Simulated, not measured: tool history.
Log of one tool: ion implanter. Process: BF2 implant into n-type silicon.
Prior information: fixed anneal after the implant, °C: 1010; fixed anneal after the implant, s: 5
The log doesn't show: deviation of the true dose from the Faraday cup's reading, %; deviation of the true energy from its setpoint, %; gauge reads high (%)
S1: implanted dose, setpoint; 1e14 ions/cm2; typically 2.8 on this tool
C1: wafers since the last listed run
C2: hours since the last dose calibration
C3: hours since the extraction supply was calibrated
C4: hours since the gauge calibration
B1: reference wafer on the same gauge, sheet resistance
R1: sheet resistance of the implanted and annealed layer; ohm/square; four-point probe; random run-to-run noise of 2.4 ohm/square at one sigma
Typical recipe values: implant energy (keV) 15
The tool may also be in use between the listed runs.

run 1 day=0 | S1=2.8 implant_energy_(keV)=15 | C1=0 C2=651.7 C3=5667.8 C4=1162.9 | B1=360.31 | R1=420.13
run 2 day=4.188 | S1=2.8 implant_energy_(keV)=15 | C1=1665 C2=752.2 C3=5768.3 C4=1263.4 | B1=359.75 | R1=420.92
run 3 day=6.738 | S1=2.8 implant_energy_(keV)=15 | C1=1014 C2=813.4 C3=5829.5 C4=1324.6 | B1=359.14 | R1=421.91
-- day=9.346 Faraday cup replaced and dose calibrated
run 4 day=11.617 | S1=2.8 implant_energy_(keV)=15 | C1=1808 C2=54.5 C3=5946.6 C4=1441.7 | B1=360.57 | R1=408.55
run 5 day=14.833 | S1=2.8 implant_energy_(keV)=15 | C1=1279 C2=131.7 C3=6023.8 C4=1518.9 | B1=359.95 | R1=410.15
run 6 day=16.538 | S1=2.8 implant_energy_(keV)=15 | C1=677 C2=172.6 C3=6064.7 C4=1559.8 | B1=359.84 | R1=414.89
run 7 day=20.742 | S1=2.8 implant_energy_(keV)=15 | C1=1672 C2=273.5 C3=6165.6 C4=1660.7 | B1=360.47 | R1=409.41
run 8 day=25.042 | S1=2.8 implant_energy_(keV)=15 | C1=1710 C2=376.7 C3=6268.8 C4=1763.9 | B1=359.81 | R1=414.47
run 9 day=28.3 | S1=2.8 implant_energy_(keV)=15 | C1=1296 C2=454.9 C3=6347 C4=1842.1 | B1=360.05 | R1=414.16
run 10 day=31.475 | S1=2.8 implant_energy_(keV)=15 | C1=1263 C2=531.1 C3=6423.2 C4=1918.3 | B1=359.49 | R1=414.17
run 11 day=33.054 | S1=2.8 implant_energy_(keV)=15 | C1=628 C2=569 C3=6461.1 C4=1956.2 | B1=360.08 | R1=413.07
run 12 day=34.875 | S1=2.8 implant_energy_(keV)=15 | C1=724 C2=612.7 C3=6504.8 C4=1999.9 | B1=360.07 | R1=410.82
-- day=36.362 extraction supply calibrated
run 13 day=38.879 | S1=2.8 implant_energy_(keV)=18.5 | C1=1460 C2=708.8 C3=60.4 C4=2096 | B1=360.03 | R1=407.23
-- day=41.417 Faraday cup replaced and dose calibrated
run 14 day=42.292 | S1=2.8 implant_energy_(keV)=18.5 | C1=1224 C2=21 C3=142.3 C4=2177.9 | B1=359.7 | R1=416.26
run 15 day=46.696 | S1=2.8 implant_energy_(keV)=13.5 | C1=1752 C2=126.7 C3=248 C4=2283.6 | B1=359.79 | R1=435.88
run 16 day=48.608 | S1=2.8 implant_energy_(keV)=15 | C1=760 C2=172.6 C3=293.9 C4=2329.5 | B1=359.9 | R1=429.64
-- day=49.725 gauge calibrated
run 17 day=52.117 | S1=2.8 implant_energy_(keV)=19 | C1=1395 C2=256.8 C3=378.1 C4=57.4 | B1=359.86 | R1=415.22
run 18 day=54.908 | S1=2.11 implant_energy_(keV)=11.5 | C1=1110 C2=323.8 C3=445.1 C4=124.4 | B1=360.01 | R1=569.16
run 19 day=57.871 | S1=2.52 implant_energy_(keV)=17.5 | C1=1178 C2=394.9 C3=516.2 C4=195.5 | B1=360.15 | R1=462.78
-- day=59.842 Faraday cup replaced and dose calibrated, repeated, since the last time left the tool worse
run 20 day=61.75 | S1=2.23 implant_energy_(keV)=17.5 | C1=1410 C2=45.8 C3=609.3 C4=288.6 | B1=360.05 | R1=483.76
run 21 day=64.392 | S1=3.24 implant_energy_(keV)=18.5 | C1=1050 C2=109.2 C3=672.7 C4=352 | B1=360.45 | R1=355.9
run 22 day=66.35 | S1=2.8 implant_energy_(keV)=18.5 | C1=779 C2=156.2 C3=719.7 C4=399 | B1=359.55 | R1=397.23
run 23 day=69.488 | S1=2.8 implant_energy_(keV)=15 | C1=1248 C2=231.5 C3=795 C4=474.3 | B1=359.81 | R1=414.04
run 24 day=73.375 | S1=2.22 implant_energy_(keV)=13.5 | C1=1546 C2=324.8 C3=888.3 C4=567.6 | B1=360.39 | R1=505.94
run 25 day=76.046 | S1=3.32 implant_energy_(keV)=20 | C1=1062 C2=388.9 C3=952.4 C4=631.7 | B1=359.94 | R1=348.88
run 26 day=78.5 | S1=2.8 implant_energy_(keV)=15 | C1=976 C2=447.8 C3=1011.3 C4=690.6 | B1=359.61 | R1=410.58
run 27 day=80.625 | S1=2.24 implant_energy_(keV)=16.5 | C1=845 C2=498.8 C3=1062.3 C4=741.6 | B1=360.13 | R1=490.24
run 28 day=83.292 | S1=2.8 implant_energy_(keV)=15 | C1=1060 C2=562.8 C3=1126.3 C4=805.6 | B1=360.24 | R1=413.6
run 29 day=87.217 | S1=2.51 implant_energy_(keV)=17.5 | C1=1561 C2=657 C3=1220.5 C4=899.8 | B1=359.99 | R1=445.31
run 30 day=90.921 | S1=2.14 implant_energy_(keV)=17 | C1=1473 C2=745.9 C3=1309.4 C4=988.7 | B1=360.02 | R1=513.23
run 31 day=94.588 | S1=2.41 implant_energy_(keV)=11.5 | C1=1458 C2=833.9 C3=1397.4 C4=1076.7 | B1=360.2 | R1=505.07

How the hidden state differs across the entries between the runs, from the last listed run before each to the first after it:
Logged between run 3 and run 4: Faraday cup replaced and dose calibrated (day 9.346)
  deviation of the true dose from the Faraday cup's reading, %: -3.27 -> -0.274
  measured value less the no-hidden-state value, R1: +10.62 -> +0.85 ohm/square
Logged between run 12 and run 13: extraction supply calibrated (day 36.362)
  deviation of the true dose from the Faraday cup's reading, %: -1.95 -> -2.52
  measured value less the no-hidden-state value, R1: +6.12 -> +8.26 ohm/square
Logged between run 13 and run 14: Faraday cup replaced and dose calibrated (day 41.417)
  deviation of the true dose from the Faraday cup's reading, %: -2.52 -> -5.65
  measured value less the no-hidden-state value, R1: +8.26 -> +19.1 ohm/square
Logged between run 16 and run 17: gauge calibrated (day 49.725)
  deviation of the true dose from the Faraday cup's reading, %: -5.78 -> -5.94
  measured value less the no-hidden-state value, R1: +19.31 -> +20.15 ohm/square
Logged between run 19 and run 20: Faraday cup replaced and dose calibrated, repeated, since the last time left the tool worse (day 59.842)
  deviation of the true dose from the Faraday cup's reading, %: -6.34 -> -0.216
  measured value less the no-hidden-state value, R1: +24.64 -> +0.9 ohm/square

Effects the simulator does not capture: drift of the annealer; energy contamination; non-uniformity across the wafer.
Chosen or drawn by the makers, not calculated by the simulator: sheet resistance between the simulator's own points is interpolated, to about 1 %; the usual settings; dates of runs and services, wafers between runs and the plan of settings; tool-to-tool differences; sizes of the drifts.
